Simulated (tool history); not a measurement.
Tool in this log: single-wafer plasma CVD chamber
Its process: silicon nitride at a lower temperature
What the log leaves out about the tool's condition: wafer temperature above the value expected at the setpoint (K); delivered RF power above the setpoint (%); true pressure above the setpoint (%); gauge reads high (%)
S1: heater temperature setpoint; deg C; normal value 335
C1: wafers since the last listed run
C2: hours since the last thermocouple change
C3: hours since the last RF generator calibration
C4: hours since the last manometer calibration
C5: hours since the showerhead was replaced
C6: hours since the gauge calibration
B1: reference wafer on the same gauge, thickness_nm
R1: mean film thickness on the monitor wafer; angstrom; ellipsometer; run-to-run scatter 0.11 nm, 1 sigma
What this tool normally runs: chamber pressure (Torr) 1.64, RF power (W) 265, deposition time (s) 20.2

run 1 hour=0.0 | S1=335 chamber_pressure_(Torr)=1.64 RF_power_(W)=265 deposition_time_(s)=20.2 | C1=0 C2=1733.7 C3=1685.5 C4=2428.7 C5=3739.3 C6=803.2 | B1=21.253 | R1=215.28
run 2 hour=18.6 | S1=335 chamber_pressure_(Torr)=1.64 RF_power_(W)=265 deposition_time_(s)=20.2 | C1=427 C2=1752.3 C3=1704.1 C4=2447.3 C5=3757.9 C6=821.8 | B1=21.189 | R1=214.96
run 3 hour=31.5 | S1=335 chamber_pressure_(Torr)=1.64 RF_power_(W)=265 deposition_time_(s)=20.2 | C1=296 C2=1765.2 C3=1717.0 C4=2460.2 C5=3770.8 C6=834.7 | B1=21.187 | R1=215.46
-- hour=43.9 gauge calibrated
run 4 hour=66.0 | S1=335 chamber_pressure_(Torr)=1.64 RF_power_(W)=265 deposition_time_(s)=20.2 | C1=792 C2=1799.7 C3=1751.5 C4=2494.7 C5=3805.3 C6=22.1 | B1=21.668 | R1=219.62
run 5 hour=95.1 | S1=335 chamber_pressure_(Torr)=1.64 RF_power_(W)=265 deposition_time_(s)=20.2 | C1=668 C2=1828.8 C3=1780.6 C4=2523.8 C5=3834.4 C6=51.2 | B1=21.751 | R1=218.98
run 6 hour=123.5 | S1=335 chamber_pressure_(Torr)=1.64 RF_power_(W)=265 deposition_time_(s)=20.2 | C1=652 C2=1857.2 C3=1809.0 C4=2552.2 C5=3862.8 C6=79.6 | B1=21.719 | R1=219.70
-- hour=139.5 RF generator calibrated
run 7 hour=140.0 | S1=335 chamber_pressure_(Torr)=1.64 RF_power_(W)=265 deposition_time_(s)=20.2 | C1=195 C2=1873.7 C3=0.5 C4=2568.7 C5=3879.3 C6=96.1 | B1=21.681 | R1=220.50
run 8 hour=172.3 | S1=335 chamber_pressure_(Torr)=1.64 RF_power_(W)=265 deposition_time_(s)=20.2 | C1=742 C2=1906.0 C3=32.8 C4=2601.0 C5=3911.6 C6=128.4 | B1=21.676 | R1=217.90
-- hour=181.3 thermocouple changed; heater temperature recalibrated
run 9 hour=189.5 | S1=335 chamber_pressure_(Torr)=1.64 RF_power_(W)=250 deposition_time_(s)=20.2 | C1=211 C2=8.2 C3=50.0 C4=2618.2 C5=3928.8 C6=145.6 | B1=21.698 | R1=208.69
-- hour=234.5 showerhead replaced
run 10 hour=235.0 | S1=335 chamber_pressure_(Torr)=1.64 RF_power_(W)=265 deposition_time_(s)=20.2 | C1=861 C2=53.7 C3=95.5 C4=2663.7 C5=0.5 C6=191.1 | B1=21.643 | R1=219.44
run 11 hour=252.9 | S1=335 chamber_pressure_(Torr)=1.90 RF_power_(W)=285 deposition_time_(s)=22.8 | C1=411 C2=71.6 C3=113.4 C4=2681.6 C5=18.4 C6=209.0 | B1=21.644 | R1=275.47
run 12 hour=279.1 | S1=335 chamber_pressure_(Torr)=1.64 RF_power_(W)=265 deposition_time_(s)=18.7 | C1=602 C2=97.8 C3=139.6 C4=2707.8 C5=44.6 C6=235.2 | B1=21.654 | R1=203.37
run 13 hour=304.0 | S1=328 chamber_pressure_(Torr)=1.28 RF_power_(W)=305 deposition_time_(s)=18.5 | C1=572 C2=122.7 C3=164.5 C4=2732.7 C5=69.5 C6=260.1 | B1=21.645 | R1=203.43
run 14 hour=325.9 | S1=343 chamber_pressure_(Torr)=1.80 RF_power_(W)=220 deposition_time_(s)=23.9 | C1=503 C2=144.6 C3=186.4 C4=2754.6 C5=91.4 C6=282.0 | B1=21.656 | R1=227.19
run 15 hour=342.3 | S1=335 chamber_pressure_(Torr)=1.64 RF_power_(W)=265 deposition_time_(s)=18.9 | C1=376 C2=161.0 C3=202.8 C4=2771.0 C5=107.8 C6=298.4 | B1=21.610 | R1=203.91
run 16 hour=357.4 | S1=335 chamber_pressure_(Torr)=1.64 RF_power_(W)=265 deposition_time_(s)=20.2 | C1=347 C2=176.1 C3=217.9 C4=2786.1 C5=122.9 C6=313.5 | B1=21.576 | R1=218.33
-- hour=375.8 capacitance manometer re-zeroed and calibrated
run 17 hour=376.3 | S1=335 chamber_pressure_(Torr)=1.33 RF_power_(W)=265 deposition_time_(s)=16.8 | C1=250 C2=195.0 C3=236.8 C4=0.5 C5=141.8 C6=332.4 | B1=21.562 | R1=166.97
run 18 hour=387.1 | S1=335 chamber_pressure_(Torr)=1.64 RF_power_(W)=300 deposition_time_(s)=20.2 | C1=248 C2=205.8 C3=247.6 C4=11.3 C5=152.6 C6=343.2 | B1=21.602 | R1=242.89
run 19 hour=411.2 | S1=335 chamber_pressure_(Torr)=1.76 RF_power_(W)=285 deposition_time_(s)=20.2 | C1=553 C2=229.9 C3=271.7 C4=35.4 C5=176.7 C6=367.3 | B1=21.573 | R1=238.35
run 20 hour=439.0 | S1=340 chamber_pressure_(Torr)=1.92 RF_power_(W)=265 deposition_time_(s)=20.2 | C1=638 C2=257.7 C3=299.5 C4=63.2 C5=204.5 C6=395.1 | B1=21.549 | R1=231.28
run 21 hour=461.9 | S1=335 chamber_pressure_(Torr)=1.64 RF_power_(W)=295 deposition_time_(s)=20.2 | C1=526 C2=280.6 C3=322.4 C4=86.1 C5=227.4 C6=418.0 | B1=21.546 | R1=237.37
run 22 hour=480.2 | S1=335 chamber_pressure_(Torr)=1.64 RF_power_(W)=265 deposition_time_(s)=20.2 | C1=420 C2=298.9 C3=340.7 C4=104.4 C5=245.7 C6=436.3 | B1=21.549 | R1=217.71
run 23 hour=500.2 | S1=335 chamber_pressure_(Torr)=1.75 RF_power_(W)=300 deposition_time_(s)=20.2 | C1=459 C2=318.9 C3=360.7 C4=124.4 C5=265.7 C6=456.3 | B1=21.463 | R1=243.24
run 24 hour=521.5 | S1=320 chamber_pressure_(Torr)=1.45 RF_power_(W)=250 deposition_time_(s)=20.2 | C1=489 C2=340.2 C3=382.0 C4=145.7 C5=287.0 C6=477.6 | B1=21.467 | R1=197.06
run 25 hour=549.0 | S1=335 chamber_pressure_(Torr)=1.64 RF_power_(W)=265 deposition_time_(s)=20.2 | C1=632 C2=367.7 C3=409.5 C4=173.2 C5=314.5 C6=505.1 | B1=21.460 | R1=217.56

Expected results for the next run?
run 26 hour=582.2 | S1=335 chamber_pressure_(Torr)=1.64 RF_power_(W)=265 deposition_time_(s)=21.9 | C1=763 C2=400.9 C3=442.7 C4=206.4 C5=347.7 C6=538.3 | B1=? | R1=?

Run 26 yielded B1 21.413, R1 234.83 angstrom.
If the tool had no hidden condition, the same run with the same run-to-run variation would have returned R1 238.92 angstrom.
